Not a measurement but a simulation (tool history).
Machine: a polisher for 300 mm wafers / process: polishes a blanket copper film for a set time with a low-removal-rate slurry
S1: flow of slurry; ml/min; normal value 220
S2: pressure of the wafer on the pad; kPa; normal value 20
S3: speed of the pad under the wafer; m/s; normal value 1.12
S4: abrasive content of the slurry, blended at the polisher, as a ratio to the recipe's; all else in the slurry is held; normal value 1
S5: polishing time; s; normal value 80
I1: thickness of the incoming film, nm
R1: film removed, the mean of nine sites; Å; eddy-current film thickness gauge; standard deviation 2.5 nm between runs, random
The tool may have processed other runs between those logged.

run 1 hour=0 | S1=220 S2=20 S3=1.12 S4=1 S5=80 | I1=1041.7 | R1=2572
-- hour=48.7 head pressure recalibrated
run 2 hour=85.6 | S1=220 S2=20 S3=1.12 S4=1 S5=80 | I1=1046.9 | R1=2354
-- hour=139.9 worn pad replaced by a new one
run 3 hour=140.5 | S1=220 S2=20 S3=1.12 S4=1 S5=80 | I1=1044.4 | R1=2309
-- hour=151 slurry blender recalibrated
run 4 hour=222.4 | S1=220 S2=20 S3=1.12 S4=1 S5=80 | I1=1040.2 | R1=2315
run 5 hour=308 | S1=220 S2=20 S3=1.12 S4=1.15 S5=80 | I1=1067.7 | R1=2369
-- hour=393.5 slurry nozzle cleaned
run 6 hour=396.8 | S1=220 S2=20 S3=1.12 S4=1 S5=80 | I1=1047.8 | R1=2350
-- hour=421.7 worn pad replaced by a new one
run 7 hour=477.9 | S1=220 S2=20 S3=1.12 S4=1 S5=80 | I1=1061.6 | R1=2385
run 8 hour=537.2 | S1=220 S2=20 S3=1.12 S4=1 S5=80 | I1=1036.1 | R1=2411
-- hour=550.5 slurry blender recalibrated
run 9 hour=622.5 | S1=220 S2=20 S3=1.12 S4=1 S5=80 | I1=1051.5 | R1=2390
run 10 hour=666.4 | S1=220 S2=14.5 S3=1.12 S4=1 S5=80 | I1=1051.1 | R1=1794
-- hour=694.6 worn pad replaced by a new one
run 11 hour=759.7 | S1=220 S2=20 S3=1.12 S4=1 S5=80 | I1=1043 | R1=2526
run 12 hour=808.3 | S1=270 S2=20 S3=1.12 S4=1.2 S5=80 | I1=1053.7 | R1=2592
run 13 hour=893.1 | S1=220 S2=20 S3=1.12 S4=1 S5=80 | I1=1047.8 | R1=2493
-- hour=897.4 slurry nozzle cleaned
-- hour=982.7 worn pad replaced by a new one
run 14 hour=990.6 | S1=220 S2=20 S3=1.12 S4=0.9 S5=70 | I1=1038.7 | R1=2202
-- hour=1002.6 head pressure recalibrated
-- hour=1006 slurry blender recalibrated
run 15 hour=1060 | S1=260 S2=20 S3=1.38 S4=0.9 S5=100 | I1=1044 | R1=3339
run 16 hour=1157.8 | S1=270 S2=20 S3=1.12 S4=1.2 S5=80 | I1=1055.3 | R1=2420
run 17 hour=1214.9 | S1=245 S2=24.1 S3=1.12 S4=1.25 S5=94 | I1=1052.8 | R1=3387
-- hour=1241.9 worn pad replaced by a new one
run 18 hour=1267.4 | S1=220 S2=20 S3=1.3 S4=1 S5=66 | I1=1050.7 | R1=2104
run 19 hour=1357.9 | S1=250 S2=16.5 S3=1.12 S4=1 S5=94 | I1=1034.1 | R1=2305
-- hour=1435.4 slurry nozzle cleaned
run 20 hour=1462.1 | S1=150 S2=26.2 S3=1.12 S4=0.9 S5=80 | I1=1035.3 | R1=2908

Forecast each of these 4 alternatives for the next run:
run A hour=1462.5 | S1=220 S2=20 S3=1.12 S4=1 S5=66 | I1=1072.8 | R1=?
run B hour=1462.5 | S1=150 S2=23.4 S3=1.12 S4=1 S5=80 | I1=1072.8 | R1=?
run C hour=1462.5 | S1=240 S2=15.9 S3=1.26 S4=0.75 S5=80 | I1=1072.8 | R1=?
run D hour=1462.5 | S1=220 S2=26.2 S3=1.12 S4=1 S5=80 | I1=1072.8 | R1=?

run=A R1=1931
run=B R1=2574
run=C R1=1964
run=D R1=3067
What these runs would have given with no unlogged condition in the tool:
run=A R1=1890
run=B R1=2519
run=C R1=1922
run=D R1=3002

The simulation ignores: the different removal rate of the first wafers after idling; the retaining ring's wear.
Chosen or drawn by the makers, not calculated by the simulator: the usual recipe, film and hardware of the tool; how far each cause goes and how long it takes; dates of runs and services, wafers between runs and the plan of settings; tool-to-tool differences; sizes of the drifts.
